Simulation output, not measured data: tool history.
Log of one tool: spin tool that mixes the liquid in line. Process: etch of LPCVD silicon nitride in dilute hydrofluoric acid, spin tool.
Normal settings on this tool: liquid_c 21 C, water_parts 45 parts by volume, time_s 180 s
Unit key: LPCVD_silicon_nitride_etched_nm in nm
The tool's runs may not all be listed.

run,hour,liquid_c,water_parts,time_s,wafers since the last listed run,hours since the thermometer was replaced,hours since the hydrofluoric acid flow meter was replaced,hours since the gauge calibration,"read-back film thickness of the LPCVD silicon nitride reference wafer, read on the same gauge (nm)",LPCVD_silicon_nitride_etched_nm
1,0,22.5,45,180,0,493.5,1576.8,478.9,109.992,1.694
2,26.1,17.5,45,180,174,519.6,1602.9,505,110.046,1.153
3,50.5,17.5,45,180,162,544,1627.3,529.4,110.017,1.212
# hour 109.6: gauge calibrated
4,113.2,17.5,45,180,418,606.7,1690,3.6,110.027,1.232
5,161.4,23,45,180,321,654.9,1738.2,51.8,109.996,1.827
6,198.9,21,45,180,250,692.4,1775.7,89.3,110.036,1.494
7,245.4,19.5,45,100,310,738.9,1822.2,135.8,110.011,0.761
8,272.4,19.5,45,100,180,765.9,1849.2,162.8,109.993,0.763
9,336.1,19,60,120,425,829.6,1912.9,226.5,109.988,0.657
# hour 390.4: hydrofluoric acid flow meter replaced
10,394.1,21,45,180,380,887.6,3.7,284.5,109.939,1.546
11,479,18.5,30,140,567,972.5,88.6,369.4,110.05,1.468
# hour 509.6: thermometer replaced
12,533.1,19,60,120,354,23.5,142.7,423.5,109.962,0.778
13,595.3,24,55,235,415,85.7,204.9,485.7,109.947,2.249
# hour 612.2: gauge calibrated
14,667,19,60,120,478,157.4,276.6,54.8,109.97,0.748
# hour 681.9: thermometer replaced, repeated, since the last time left the tool worse
15,711,24.5,35,70,287,29.1,320.6,98.8,110.059,0.876
16,754.2,21,45,130,288,72.3,363.8,142,110.017,1.046
17,820.7,23.5,40,125,444,138.8,430.3,208.5,109.945,1.308

Run-by-run hidden state of the tool:
hydrofluoric acid flow above the setpoint (%): 0, the same for each run
gauge reads high (%): 0, the same for each run
H1: liquid hotter than its thermometer reads (K)
run,H1
1,0.928
2,0.965
3,1
4,1.09
5,1.16
6,1.22
7,1.28
8,1.32
9,1.41
10,1.5
11,1.62
12,3.04
13,3.13
14,3.23
15,0.0831
16,0.146
17,0.242

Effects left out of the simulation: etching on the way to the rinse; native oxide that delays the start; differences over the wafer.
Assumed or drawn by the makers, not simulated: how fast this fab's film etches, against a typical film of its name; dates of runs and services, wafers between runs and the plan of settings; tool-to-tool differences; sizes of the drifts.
